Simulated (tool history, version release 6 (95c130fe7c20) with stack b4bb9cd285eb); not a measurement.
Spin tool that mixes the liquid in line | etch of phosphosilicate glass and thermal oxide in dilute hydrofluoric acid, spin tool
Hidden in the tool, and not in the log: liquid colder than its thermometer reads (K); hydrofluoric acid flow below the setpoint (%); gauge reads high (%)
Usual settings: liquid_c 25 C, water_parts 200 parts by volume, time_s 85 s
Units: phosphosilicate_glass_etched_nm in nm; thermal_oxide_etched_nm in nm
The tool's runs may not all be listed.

| run | hour | liquid_c | water_parts | time_s | wafers since the last listed run | hours since the thermometer was replaced | hours since the hydrofluoric acid flow meter was replaced | hours since the gauge calibration | read-back film thickness of the phosphosilicate glass reference wafer, read on the same gauge (nm) | read-back film thickness of the thermal oxide reference wafer, read on the same gauge (nm) | phosphosilicate_glass_etched_nm | thermal_oxide_etched_nm |
|---|---|---|---|---|---|---|---|---|---|---|---|---|
| 1 | 0 | 25 | 200 | 85 | 0 | 1134.5 | 416.1 | 382.7 | 129.49 | 79.715 | 24.07 | 1.797 |
| 2 | 44.1 | 25 | 200 | 85 | 375 | 1178.6 | 460.2 | 426.8 | 129.46 | 79.652 | 24.03 | 1.745 |
| 3 | 128.7 | 25 | 200 | 85 | 719 | 1263.2 | 544.8 | 511.4 | 129.32 | 79.551 | 24.04 | 1.756 |
| 4 | 212.9 | 25 | 200 | 85 | 716 | 1347.4 | 629 | 595.6 | 129.17 | 79.49 | 23.91 | 1.751 |
| 5 | 286.3 | 25 | 200 | 85 | 624 | 1420.8 | 702.4 | 669 | 129.06 | 79.41 | 23.99 | 1.707 |
| 6 | 389.8 | 25 | 200 | 85 | 880 | 1524.3 | 805.9 | 772.5 | 128.9 | 79.3 | 23.9 | 1.781 |
| 7 | 474 | 25 | 230 | 85 | 716 | 1608.5 | 890.1 | 856.7 | 128.75 | 79.241 | 20.17 | 1.453 |
| 8 | 568.2 | 25 | 200 | 85 | 801 | 1702.7 | 984.3 | 950.9 | 128.61 | 79.143 | 23.81 | 1.754 |
|  | 602.8 | hydrofluoric acid flow meter replaced |
| 9 | 629.1 | 25 | 200 | 85 | 509 | 1763.6 | 26.3 | 1011.8 | 128.49 | 79.094 | 23.89 | 1.741 |
| 10 | 678.2 | 29 | 270 | 40 | 417 | 1812.7 | 75.4 | 1060.9 | 128.43 | 79.034 | 8.9 | 0.646 |
| 11 | 778.1 | 29.5 | 235 | 115 | 849 | 1912.6 | 175.3 | 1160.8 | 128.24 | 78.922 | 30.77 | 2.286 |
| 12 | 867.7 | 25 | 200 | 85 | 762 | 2002.2 | 264.9 | 1250.4 | 128.12 | 78.858 | 23.82 | 1.71 |
| 13 | 924.8 | 25 | 175 | 85 | 485 | 2059.3 | 322 | 1307.5 | 128.03 | 78.781 | 28.11 | 2.065 |
|  | 955.6 | gauge calibrated |
| 14 | 1024.1 | 25 | 200 | 85 | 844 | 2158.6 | 421.3 | 68.5 | 129.92 | 79.971 | 24.12 | 1.757 |
|  | 1052.1 | thermometer replaced |
| 15 | 1122.3 | 25 | 200 | 45 | 826 | 70.2 | 519.5 | 166.7 | 129.78 | 79.861 | 12.76 | 0.938 |
| 16 | 1174.3 | 22 | 255 | 125 | 442 | 122.2 | 571.5 | 218.7 | 129.69 | 79.811 | 23.42 | 1.729 |
| 17 | 1248.9 | 25 | 200 | 40 | 634 | 196.8 | 646.1 | 293.3 | 129.58 | 79.736 | 11.38 | 0.821 |
| 18 | 1335.7 | 28.5 | 150 | 55 | 738 | 283.6 | 732.9 | 380.1 | 129.44 | 79.634 | 25.01 | 1.837 |
| 19 | 1405.4 | 20.5 | 200 | 60 | 592 | 353.3 | 802.6 | 449.8 | 129.34 | 79.576 | 14.42 | 1.059 |

Forecast each of these 3 alternatives for the next run:
| A | 1405.8 | 29.5 | 200 | 85 | 3 | 353.7 | 803 | 450.2 | ? | ? | ? | ? |
| B | 1405.8 | 20.5 | 200 | 85 | 3 | 353.7 | 803 | 450.2 | ? | ? | ? | ? |
| C | 1405.8 | 30 | 115 | 50 | 3 | 353.7 | 803 | 450.2 | ? | ? | ? | ? |

| run | read-back film thickness of the phosphosilicate glass reference wafer, read on the same gauge (nm) | read-back film thickness of the thermal oxide reference wafer, read on the same gauge (nm) | phosphosilicate_glass_etched_nm | thermal_oxide_etched_nm |
|---|---|---|---|---|
| A | 129.31 | 79.569 | 28.22 | 2.05 |
| B | 129.31 | 79.569 | 20.3 | 1.475 |
| C | 129.31 | 79.569 | 32.8 | 2.383 |
Without the tool's hidden state the same runs would have given:
| run | phosphosilicate_glass_etched_nm | thermal_oxide_etched_nm |
|---|---|---|
| A | 28.37 | 2.061 |
| B | 20.41 | 1.483 |
| C | 32.97 | 2.396 |

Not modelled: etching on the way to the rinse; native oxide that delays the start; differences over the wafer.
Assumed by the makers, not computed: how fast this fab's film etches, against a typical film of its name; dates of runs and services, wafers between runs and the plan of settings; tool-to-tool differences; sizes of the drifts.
